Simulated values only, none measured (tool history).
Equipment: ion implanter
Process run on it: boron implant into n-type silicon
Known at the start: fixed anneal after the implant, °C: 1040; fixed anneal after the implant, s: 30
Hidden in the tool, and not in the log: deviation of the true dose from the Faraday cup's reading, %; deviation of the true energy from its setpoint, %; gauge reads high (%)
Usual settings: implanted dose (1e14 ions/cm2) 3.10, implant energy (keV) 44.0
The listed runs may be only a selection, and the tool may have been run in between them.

| run | day | implanted dose (1e14 ions/cm2) | implant energy (keV) | wafers since the last listed run | hours since the last dose calibration | hours since the extraction supply was calibrated | hours since the gauge calibration | read-back reference wafer on the same gauge, sheet resistance | sheet resistance of the implanted and annealed layer (ohm/square) |
|---|---|---|---|---|---|---|---|---|---|
| 1 | 0.000 | 3.10 | 40.5 | 0 | 682.6 | 2692.5 | 82.0 | 242.90 | 289.52 |
| 2 | 0.650 | 3.10 | 40.5 | 321 | 698.2 | 2708.1 | 97.6 | 243.30 | 290.44 |
| 3 | 1.146 | 3.10 | 40.5 | 244 | 710.1 | 2720.0 | 109.5 | 242.97 | 290.23 |
| 4 | 1.696 | 3.10 | 39.5 | 271 | 723.3 | 2733.2 | 122.7 | 242.97 | 291.02 |
| 5 | 2.350 | 3.10 | 39.5 | 323 | 739.0 | 2748.9 | 138.4 | 242.90 | 289.36 |
| 6 | 2.954 | 3.10 | 39.5 | 298 | 753.5 | 2763.4 | 152.9 | 242.62 | 290.61 |
| 7 | 3.329 | 3.10 | 44.0 | 185 | 762.5 | 2772.4 | 161.9 | 243.13 | 287.23 |
| 8 | 3.958 | 3.10 | 44.0 | 310 | 777.6 | 2787.5 | 177.0 | 242.92 | 286.29 |
| 9 | 4.638 | 3.10 | 44.0 | 335 | 793.9 | 2803.8 | 193.3 | 242.68 | 287.53 |
| 10 | 5.183 | 3.10 | 44.0 | 269 | 807.0 | 2816.9 | 206.4 | 243.33 | 284.58 |
| 11 | 5.450 | 3.10 | 44.0 | 131 | 813.4 | 2823.3 | 212.8 | 242.82 | 286.28 |
| 12 | 5.858 | 3.10 | 44.0 | 201 | 823.2 | 2833.1 | 222.6 | 242.81 | 287.02 |
| 13 | 6.192 | 3.10 | 44.0 | 164 | 831.2 | 2841.1 | 230.6 | 242.88 | 286.49 |
| 14 | 6.542 | 3.61 | 44.0 | 172 | 839.6 | 2849.5 | 239.0 | 243.16 | 251.03 |
| 15 | 7.000 | 3.10 | 44.0 | 226 | 850.6 | 2860.5 | 250.0 | 243.21 | 285.84 |
| 16 | 7.617 | 3.55 | 35.0 | 304 | 865.4 | 2875.3 | 264.8 | 242.99 | 262.24 |
| 17 | 8.021 | 3.10 | 44.0 | 199 | 875.1 | 2885.0 | 274.5 | 243.10 | 285.82 |
| 18 | 8.767 | 3.40 | 38.5 | 368 | 893.0 | 2902.9 | 292.4 | 243.07 | 266.80 |
| 19 | 9.125 | 3.10 | 44.0 | 177 | 901.6 | 2911.5 | 301.0 | 242.96 | 285.31 |
| 20 | 9.421 | 3.54 | 44.0 | 146 | 908.7 | 2918.6 | 308.1 | 243.01 | 256.88 |
| 21 | 9.742 | 2.40 | 59.0 | 158 | 916.4 | 2926.3 | 315.8 | 242.97 | 338.25 |
| 22 | 10.100 | 3.10 | 44.0 | 177 | 925.0 | 2934.9 | 324.4 | 242.82 | 283.93 |
|  | 10.621 | gauge calibrated |
| 23 | 10.638 | 3.80 | 33.0 | 265 | 937.9 | 2947.8 | 0.4 | 243.38 | 248.98 |
| 24 | 11.225 | 3.36 | 54.5 | 290 | 952.0 | 2961.9 | 14.5 | 242.98 | 258.86 |
|  | 13.150 | extraction supply calibrated |
| 25 | 13.183 | 3.66 | 52.0 | 802 | 999.0 | 0.8 | 61.5 | 243.12 | 241.97 |
|  | 13.879 | Faraday cup replaced and dose calibrated |
| 26 | 13.900 | 2.35 | 49.5 | 189 | 0.5 | 18.0 | 78.7 | 242.82 | 359.06 |
| 27 | 13.996 | 3.10 | 44.0 | 47 | 2.8 | 20.3 | 81.0 | 243.10 | 290.01 |
| 28 | 14.583 | 2.49 | 55.5 | 290 | 16.9 | 34.4 | 95.1 | 243.23 | 336.04 |
| 29 | 15.917 | 2.77 | 33.5 | 658 | 48.9 | 66.4 | 127.1 | 242.96 | 329.29 |
| 30 | 16.483 | 3.10 | 50.5 | 279 | 62.5 | 80.0 | 140.7 | 242.80 | 285.97 |
| 31 | 17.075 | 2.79 | 55.5 | 292 | 76.7 | 94.2 | 154.9 | 242.80 | 308.11 |
| 32 | 17.812 | 3.46 | 35.0 | 364 | 94.4 | 111.9 | 172.6 | 242.98 | 272.13 |
| 33 | 18.446 | 3.70 | 29.5 | 312 | 109.6 | 127.1 | 187.8 | 243.16 | 263.72 |
| 34 | 19.029 | 3.72 | 51.0 | 288 | 123.6 | 141.1 | 201.8 | 243.07 | 246.41 |
| 35 | 20.150 | 2.40 | 59.0 | 553 | 150.5 | 168.0 | 228.7 | 243.23 | 342.17 |
| 36 | 20.521 | 2.83 | 38.5 | 183 | 159.4 | 176.9 | 237.6 | 243.29 | 315.54 |

For some of the steps in sheet resistance of the implanted and annealed layer (ohm/square) from one run to the next: how much would appear even if the tool had no hidden state, given the settings, what came in and random variation, and how much remains for the hidden state plus any gauge scatter that the measured result and the result without hidden state don't share?
Run 20 -> 21: implanted dose (1e14 ions/cm2) 3.54 -> 2.40, implant energy (keV) 44.0 -> 59.0. sheet resistance of the implanted and annealed layer (ohm/square) +81.37: hidden state -1.84, all else +83.21.
Run 21 -> 22: implanted dose (1e14 ions/cm2) 2.40 -> 3.10, implant energy (keV) 59.0 -> 44.0. sheet resistance of the implanted and annealed layer (ohm/square) -54.32: hidden state +0.97, all else -55.29.
Run 25 -> 26: implanted dose (1e14 ions/cm2) 3.66 -> 2.35, implant energy (keV) 52.0 -> 49.5, Faraday cup replaced and dose calibrated. sheet resistance of the implanted and annealed layer (ohm/square) +117.09: hidden state +6.89, all else +110.20.
Run 34 -> 35: implanted dose (1e14 ions/cm2) 3.72 -> 2.40, implant energy (keV) 51.0 -> 59.0. sheet resistance of the implanted and annealed layer (ohm/square) +95.76: hidden state -0.94, all else +96.70.

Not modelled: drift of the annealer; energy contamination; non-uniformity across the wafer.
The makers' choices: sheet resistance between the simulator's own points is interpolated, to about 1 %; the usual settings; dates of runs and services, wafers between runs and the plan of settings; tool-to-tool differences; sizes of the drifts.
